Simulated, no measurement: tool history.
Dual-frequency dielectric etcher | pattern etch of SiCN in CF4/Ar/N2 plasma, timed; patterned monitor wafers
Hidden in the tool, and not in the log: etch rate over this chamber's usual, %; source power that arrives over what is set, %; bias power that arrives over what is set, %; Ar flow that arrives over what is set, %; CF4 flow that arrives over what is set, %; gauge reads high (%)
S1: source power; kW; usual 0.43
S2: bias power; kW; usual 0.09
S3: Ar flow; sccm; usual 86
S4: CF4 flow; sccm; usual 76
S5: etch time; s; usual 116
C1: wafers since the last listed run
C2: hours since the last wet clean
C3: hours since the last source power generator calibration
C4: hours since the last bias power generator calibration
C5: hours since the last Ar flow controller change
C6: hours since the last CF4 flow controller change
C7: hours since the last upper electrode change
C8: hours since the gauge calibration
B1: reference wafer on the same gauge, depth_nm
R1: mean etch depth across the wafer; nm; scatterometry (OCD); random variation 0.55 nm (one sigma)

run 1 day=0 | S1=0.43 S2=0.09 S3=86 S4=76 S5=116 | C1=0 C2=358.3 C3=4195.2 C4=3130.2 C5=5648.8 C6=4056.6 C7=4862.4 C8=448 | B1=103.3 | R1=113.2
-- day=0.125 gauge calibrated
run 2 day=0.588 | S1=0.43 S2=0.09 S3=86 S4=76 S5=116 | C1=155 C2=372.4 C3=4209.3 C4=3144.3 C5=5662.9 C6=4070.7 C7=4876.5 C8=11.1 | B1=105.1 | R1=114.9
run 3 day=1.7 | S1=0.43 S2=0.09 S3=86 S4=76 S5=116 | C1=294 C2=399.1 C3=4236 C4=3171 C5=5689.6 C6=4097.4 C7=4903.2 C8=37.8 | B1=105 | R1=114
run 4 day=3.029 | S1=0.43 S2=0.09 S3=86 S4=76 S5=116 | C1=352 C2=431 C3=4267.9 C4=3202.9 C5=5721.5 C6=4129.3 C7=4935.1 C8=69.7 | B1=104.7 | R1=115.3
run 5 day=3.975 | S1=0.43 S2=0.09 S3=86 S4=76 S5=116 | C1=250 C2=453.7 C3=4290.6 C4=3225.6 C5=5744.2 C6=4152 C7=4957.8 C8=92.4 | B1=104.5 | R1=114.3
run 6 day=4.942 | S1=0.43 S2=0.09 S3=86 S4=76 S5=116 | C1=256 C2=476.9 C3=4313.8 C4=3248.8 C5=5767.4 C6=4175.2 C7=4981 C8=115.6 | B1=104.8 | R1=114.4
run 7 day=7.962 | S1=0.43 S2=0.09 S3=86 S4=76 S5=116 | C1=800 C2=549.4 C3=4386.3 C4=3321.3 C5=5839.9 C6=4247.7 C7=5053.5 C8=188.1 | B1=104.5 | R1=114.6
run 8 day=9.162 | S1=0.43 S2=0.09 S3=86 S4=76 S5=116 | C1=317 C2=578.2 C3=4415.1 C4=3350.1 C5=5868.7 C6=4276.5 C7=5082.3 C8=216.9 | B1=104.2 | R1=114.6
run 9 day=9.721 | S1=0.43 S2=0.09 S3=86 S4=76 S5=116 | C1=147 C2=591.6 C3=4428.5 C4=3363.5 C5=5882.1 C6=4289.9 C7=5095.7 C8=230.3 | B1=104.1 | R1=114.2
-- day=10.767 wet clean of the chamber
run 10 day=10.788 | S1=0.43 S2=0.09 S3=81 S4=76 S5=116 | C1=17 C2=0.5 C3=4454.1 C4=3389.1 C5=5907.7 C6=4315.5 C7=5121.3 C8=255.9 | B1=103.8 | R1=115.6
-- day=11.592 CF4 flow controller replaced
-- day=11.804 source power generator calibrated
-- day=12.092 upper electrode replaced
run 11 day=12.112 | S1=0.43 S2=0.09 S3=86 S4=76 S5=116 | C1=164 C2=32.3 C3=7.4 C4=3420.9 C5=5939.5 C6=12.5 C7=0.5 C8=287.7 | B1=103.9 | R1=113.9
-- day=12.283 bias power generator calibrated
run 12 day=12.971 | S1=0.43 S2=0.09 S3=86 S4=76 S5=95.5 | C1=183 C2=52.9 C3=28 C4=16.5 C5=5960.1 C6=33.1 C7=21.1 C8=308.3 | B1=103.8 | R1=93.7
run 13 day=14.058 | S1=0.5 S2=0.09 S3=86 S4=76 S5=116 | C1=288 C2=79 C3=54.1 C4=42.6 C5=5986.2 C6=59.2 C7=47.2 C8=334.4 | B1=103.6 | R1=132.8
run 14 day=15.104 | S1=0.47 S2=0.09 S3=86 S4=76 S5=116 | C1=277 C2=104.1 C3=79.2 C4=67.7 C5=6011.3 C6=84.3 C7=72.3 C8=359.5 | B1=103.8 | R1=124
-- day=15.983 Ar flow controller replaced
run 15 day=16.004 | S1=0.54 S2=0.09 S3=76 S4=76 S5=140.5 | C1=172 C2=125.7 C3=100.8 C4=89.3 C5=0.5 C6=105.9 C7=93.9 C8=381.1 | B1=103.5 | R1=178.7
-- day=16.158 gauge calibrated
run 16 day=16.554 | S1=0.37 S2=0.09 S3=97 S4=76 S5=116 | C1=145 C2=138.9 C3=114 C4=102.5 C5=13.7 C6=119.1 C7=107.1 C8=9.5 | B1=105.1 | R1=95
run 17 day=17.175 | S1=0.35 S2=0.084 S3=86 S4=60 S5=96.5 | C1=164 C2=153.8 C3=128.9 C4=117.4 C5=28.6 C6=134 C7=122 C8=24.4 | B1=105.2 | R1=71.4
run 18 day=17.892 | S1=0.52 S2=0.09 S3=86 S4=76 S5=87 | C1=189 C2=171 C3=146.1 C4=134.6 C5=45.8 C6=151.2 C7=139.2 C8=41.6 | B1=105.1 | R1=104.9
run 19 day=19.3 | S1=0.43 S2=0.082 S3=73 S4=76 S5=116 | C1=373 C2=204.8 C3=179.9 C4=168.4 C5=79.6 C6=185 C7=173 C8=75.4 | B1=104.8 | R1=116.7
run 20 day=20.533 | S1=0.43 S2=0.09 S3=86 S4=76 S5=116 | C1=326 C2=234.4 C3=209.5 C4=198 C5=109.2 C6=214.6 C7=202.6 C8=105 | B1=104.7 | R1=114.5

Some steps in R1 between neighbouring runs. How much of each would the tool show without its hidden state too (settings, what came in, random variation), and how much is left for the hidden state, with any gauge scatter that isn't in both results?
Run 1 -> 2: gauge calibrated. R1 +1.7 nm: hidden state +1.9, all else -0.2.
Run 14 -> 15: S1 0.47 -> 0.54, S3 86 -> 76, S5 116 -> 140.5, Ar flow controller replaced. R1 +54.7 nm: hidden state -0.9, all else +55.6.
Run 15 -> 16: S1 0.54 -> 0.37, S3 76 -> 97, S5 140.5 -> 116, gauge calibrated. R1 -83.7 nm: hidden state +2.7, all else -86.4.
